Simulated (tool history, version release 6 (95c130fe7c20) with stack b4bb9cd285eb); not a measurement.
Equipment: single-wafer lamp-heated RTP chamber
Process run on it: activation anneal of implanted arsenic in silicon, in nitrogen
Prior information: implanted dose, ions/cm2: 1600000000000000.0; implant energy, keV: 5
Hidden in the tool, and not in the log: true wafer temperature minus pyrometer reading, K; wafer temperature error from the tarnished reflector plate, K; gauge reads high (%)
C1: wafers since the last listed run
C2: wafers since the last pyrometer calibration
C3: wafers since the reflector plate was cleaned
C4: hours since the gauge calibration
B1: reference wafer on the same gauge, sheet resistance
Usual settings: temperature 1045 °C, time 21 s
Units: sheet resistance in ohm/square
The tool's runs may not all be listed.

Run 1, hour 0: usual settings; C1 0; C2 2636; C3 7906; C4 959; B1 106.07. Result: sheet resistance 98.96 ohm/square.
Run 2, hour 85.9: usual settings but temperature 1030 °C, time 24 s; C1 1768; C2 4405; C3 9675; C4 1044.9; B1 106.01. Result: sheet resistance 106.11 ohm/square.
At hour 176.3: reflector plate cleaned.
Run 3, hour 192.1: usual settings but temperature 1030 °C, time 24 s; C1 2021; C2 6427; C3 324; C4 1151.1; B1 106.06. Result: sheet resistance 107.38 ohm/square.
At hour 244.8: pyrometer window cleaned and pyrometer calibrated.
Run 4, hour 293.8: usual settings but temperature 1030 °C, time 24 s; C1 1929; C2 1008; C3 2253; C4 1252.8; B1 106.02. Result: sheet resistance 105.89 ohm/square.
Run 5, hour 365.7: usual settings but time 16 s; C1 1480; C2 2489; C3 3734; C4 1324.7; B1 105.99. Result: sheet resistance 106.63 ohm/square.
Run 6, hour 427: usual settings but time 16 s; C1 1262; C2 3751; C3 4996; C4 1386; B1 106.01. Result: sheet resistance 105.62 ohm/square.
Run 7, hour 504.3: usual settings but temperature 1024 °C, time 15 s; C1 1591; C2 5342; C3 6587; C4 1463.3; B1 106.14. Result: sheet resistance 126.13 ohm/square.
Run 8, hour 553.9: usual settings; C1 1021; C2 6363; C3 7608; C4 1512.9; B1 105.97. Result: sheet resistance 97.94 ohm/square.
At hour 558.8: gauge calibrated.
At hour 587.6: pyrometer window cleaned and pyrometer calibrated.
Run 9, hour 621.2: usual settings; C1 1220; C2 691; C3 8829; C4 62.4; B1 105.95. Result: sheet resistance 98.68 ohm/square.
Run 10, hour 674.9: usual settings; C1 1105; C2 1797; C3 9935; C4 116.1; B1 105.96. Result: sheet resistance 98.27 ohm/square.
At hour 735.1: reflector plate cleaned.
Run 11, hour 735.6: usual settings; C1 1085; C2 2882; C3 9; C4 176.8; B1 105.91. Result: sheet resistance 101.06 ohm/square.
Run 12, hour 773.3: usual settings; C1 776; C2 3658; C3 785; C4 214.5; B1 106.07. Result: sheet resistance 100.08 ohm/square.
Run 13, hour 878.5: usual settings; C1 2166; C2 5824; C3 2951; C4 319.7; B1 106.05. Result: sheet resistance 99.48 ohm/square.
Run 14, hour 940.5: usual settings; C1 1276; C2 7100; C3 4228; C4 381.7; B1 106.09. Result: sheet resistance 99.17 ohm/square.
At hour 964.3: pyrometer window cleaned and pyrometer calibrated.
Run 15, hour 1027.2: usual settings but temperature 1068 °C; C1 1620; C2 1295; C3 5848; C4 468.4; B1 106.03. Result: sheet resistance 87.51 ohm/square.
Run 16, hour 1111.6: usual settings; C1 1737; C2 3033; C3 7586; C4 552.8; B1 106.06. Result: sheet resistance 99.68 ohm/square.
Run 17, hour 1166.4: usual settings but temperature 1035 °C; C1 1128; C2 4161; C3 8714; C4 607.6; B1 105.98. Result: sheet resistance 105.15 ohm/square.
Run 18, hour 1233.4: usual settings but temperature 1016 °C, time 15 s; C1 1379; C2 5541; C3 10094; C4 674.6; B1 105.94. Result: sheet resistance 134.76 ohm/square.
At hour 1268.2: reflector plate cleaned.
Run 19, hour 1293.6: usual settings but temperature 1061 °C, time 32 s; C1 1074; C2 6615; C3 522; C4 734.8; B1 106.07. Result: sheet resistance 83.7 ohm/square.
At hour 1348.6: pyrometer window cleaned and pyrometer calibrated.
Run 20, hour 1358.9: usual settings but time 13 s; C1 1179; C2 213; C3 1701; C4 800.1; B1 105.95. Result: sheet resistance 112.75 ohm/square.
Run 21, hour 1427.9: usual settings but temperature 1070 °C, time 15 s; C1 1420; C2 1633; C3 3122; C4 869.1; B1 105.97. Result: sheet resistance 92.68 ohm/square.
Run 22, hour 1520.8: usual settings but temperature 1017 °C, time 14 s; C1 1912; C2 3546; C3 5035; C4 962; B1 105.99. Result: sheet resistance 137.92 ohm/square.
Run 23, hour 1601.8: usual settings but temperature 1054 °C, time 11 s; C1 1667; C2 5214; C3 6703; C4 1043; B1 105.96. Result: sheet resistance 109.53 ohm/square.
At hour 1659.8: pyrometer window cleaned and pyrometer calibrated.
Run 24, hour 1695.1: usual settings but temperature 1026 °C; C1 1756; C2 725; C3 8459; C4 1136.3; B1 105.9. Result: sheet resistance 113.23 ohm/square.
Run 25, hour 1745.5: usual settings; C1 1037; C2 1763; C3 9497; C4 1186.7; B1 105.97. Result: sheet resistance 98.84 ohm/square.
At hour 1824.5: reflector plate cleaned.
Run 26, hour 1830.9: usual settings but temperature 1023 °C, time 15 s; C1 1593; C2 3357; C3 132; C4 1272.1; B1 106.04. Result: sheet resistance 131.23 ohm/square.

Below are 4 alternative next runs, each starting from the tool's condition after run 26. Predict each:
Run A, hour 1831.3: usual settings; C1 8; C2 3365; C3 140; C4 1272.5; B1 ?. Result: sheet resistance ?.
Run B, hour 1831.3: usual settings but temperature 1019 °C, time 27 s; C1 8; C2 3365; C3 140; C4 1272.5; B1 ?. Result: sheet resistance ?.
Run C, hour 1831.3: usual settings but time 14 s; C1 8; C2 3365; C3 140; C4 1272.5; B1 ?. Result: sheet resistance ?.
Run D, hour 1831.3: usual settings but temperature 1024 °C, time 8 s; C1 8; C2 3365; C3 140; C4 1272.5; B1 ?. Result: sheet resistance ?.

run      B1  sheet resistance
  A  105.91            100.36
  B  105.91               113
  C  105.91            111.63
  D  105.91            154.75
With the hidden condition removed and each run's random variation left untouched, the same runs would have given:
run  sheet resistance
  A            100.65
  B             113.4
  C               112
  D            155.28
